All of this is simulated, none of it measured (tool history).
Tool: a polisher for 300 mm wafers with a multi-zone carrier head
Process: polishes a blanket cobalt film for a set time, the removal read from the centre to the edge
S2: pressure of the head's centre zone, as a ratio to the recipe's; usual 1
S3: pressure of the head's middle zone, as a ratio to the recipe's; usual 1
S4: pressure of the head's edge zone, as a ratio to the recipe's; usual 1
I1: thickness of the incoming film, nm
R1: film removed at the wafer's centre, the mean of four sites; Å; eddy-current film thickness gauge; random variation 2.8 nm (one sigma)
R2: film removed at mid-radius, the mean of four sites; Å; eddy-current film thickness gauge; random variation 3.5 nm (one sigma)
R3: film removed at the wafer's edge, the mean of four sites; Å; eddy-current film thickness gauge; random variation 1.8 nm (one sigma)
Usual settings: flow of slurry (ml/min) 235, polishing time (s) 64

Run 1, hour 0: usual settings but flow of slurry (ml/min) 270, S2 0.93, S3 0.96, S4 1.07; I1 1530.3. Result: R1 2512 Å, R2 2497 Å, R3 2712 Å.
Run 2, hour 26.8: usual settings but flow of slurry (ml/min) 310, S3 1.06, polishing time (s) 44; I1 1496.3. Result: R1 1852 Å, R2 1892 Å, R3 1836 Å.
Run 3, hour 48: usual settings but flow of slurry (ml/min) 195, S3 0.88; I1 1471.2. Result: R1 2447 Å, R2 2195 Å, R3 2512 Å.
Run 4, hour 61.7: usual settings but S4 0.97, polishing time (s) 48; I1 1510.2. Result: R1 1939 Å, R2 1855 Å, R3 1898 Å.
Run 5, hour 95.6: usual settings but S3 1.1, S4 1.08; I1 1488. Result: R1 2554 Å, R2 2698 Å, R3 2646 Å.
Run 6, hour 122.2: usual settings but S2 1.08; I1 1506. Result: R1 2642 Å, R2 2416 Å, R3 2566 Å.
Run 7, hour 156.3: usual settings; I1 1473.3. Result: R1 2472 Å, R2 2477 Å, R3 2538 Å.
Run 8, hour 175.5: usual settings but flow of slurry (ml/min) 195, S4 0.95, polishing time (s) 79; I1 1470.3. Result: R1 2929 Å, R2 2939 Å, R3 2952 Å.
Run 9, hour 202.6: usual settings but flow of slurry (ml/min) 175, S3 1.11, S4 1.08, polishing time (s) 50; I1 1515.8. Result: R1 1751 Å, R2 1941 Å, R3 1928 Å.
Run 10, hour 235.8: usual settings but S3 0.97; I1 1487.2. Result: R1 2436 Å, R2 2346 Å, R3 2512 Å.
Run 11, hour 263.6: usual settings but S2 0.9, S3 1.11, polishing time (s) 71; I1 1499.4. Result: R1 2497 Å, R2 2924 Å, R3 2760 Å.
Run 12, hour 291.4: usual settings; I1 1497.5. Result: R1 2450 Å, R2 2385 Å, R3 2499 Å.
Run 13, hour 323.8: usual settings but S2 0.91, S3 0.9; I1 1513.6. Result: R1 2413 Å, R2 2394 Å, R3 2618 Å.
Run 14, hour 358.4: usual settings but S2 1.08; I1 1520.5. Result: R1 2754 Å, R2 2506 Å, R3 2587 Å.
Run 15, hour 390.5: usual settings; I1 1522. Result: R1 2475 Å, R2 2528 Å, R3 2531 Å.
Run 16, hour 431: usual settings but S2 1.07, S3 0.91, polishing time (s) 75; I1 1483. Result: R1 3024 Å, R2 2707 Å, R3 2972 Å.
Run 17, hour 490: usual settings but flow of slurry (ml/min) 200, S4 1.05, polishing time (s) 80; I1 1521.1. Result: R1 2919 Å, R2 2898 Å, R3 3082 Å.
Run 18, hour 503: usual settings; I1 1496.4. Result: R1 2412 Å, R2 2435 Å, R3 2505 Å.
Run 19, hour 522.9: usual settings but S2 1.08, polishing time (s) 86; I1 1494.6. Result: R1 3351 Å, R2 3203 Å, R3 3361 Å.
Run 20, hour 552.9: usual settings; I1 1499.5. Result: R1 2398 Å, R2 2332 Å, R3 2466 Å.
Run 21, hour 597.9: usual settings but flow of slurry (ml/min) 195, S2 1.05, S3 0.91, polishing time (s) 53; I1 1514.1. Result: R1 1900 Å, R2 1700 Å, R3 1948 Å.
Run 22, hour 613.5: usual settings but S2 1.05, S3 1.07; I1 1512.9. Result: R1 2443 Å, R2 2452 Å, R3 2460 Å.
Run 23, hour 633.3: usual settings but S3 1.04, S4 1.09; I1 1488.8. Result: R1 2363 Å, R2 2445 Å, R3 2570 Å.

Taken out of this log: 7 entries between the listed runs. Where each belongs, and how the hidden state differs across it:
Between runs 4 and 5: worn pad replaced by a new one (hour 86.1)
  slurry flow missing at the pad, %: 23.8 -> 27.7
  measured less the result without the state, R1: -96 -> -157 Å; R2: -82 -> -147 Å; R3: -62 -> -106 Å
Between runs 9 and 10: carrier head's membrane replaced by a new one (hour 229.4); edge zone pressure recalibrated (hour 235.3)
  slurry flow missing at the pad, %: 35.1 -> 36.4
  measured less the result without the state, R1: -223 -> -233 Å; R2: -214 -> -199 Å; R3: -148 -> -154 Å
Between runs 12 and 13: slurry nozzle cleaned (hour 300.6); worn pad replaced by a new one (hour 321.4)
  slurry flow missing at the pad, %: 38 -> 14.5
  measured less the result without the state, R1: -253 -> -64 Å; R2: -217 -> -57 Å; R3: -164 -> -46 Å
Between runs 13 and 14: centre zone pressure recalibrated (hour 343.9)
  slurry flow missing at the pad, %: 14.5 -> 22.2
  measured less the result without the state, R1: -64 -> -125 Å; R2: -57 -> -101 Å; R3: -46 -> -76 Å
Between runs 20 and 21: worn pad replaced by a new one (hour 583.3)
  slurry flow missing at the pad, %: 42.1 -> 43.9
  measured less the result without the state, R1: -301 -> -322 Å; R2: -258 -> -251 Å; R3: -194 -> -199 Å

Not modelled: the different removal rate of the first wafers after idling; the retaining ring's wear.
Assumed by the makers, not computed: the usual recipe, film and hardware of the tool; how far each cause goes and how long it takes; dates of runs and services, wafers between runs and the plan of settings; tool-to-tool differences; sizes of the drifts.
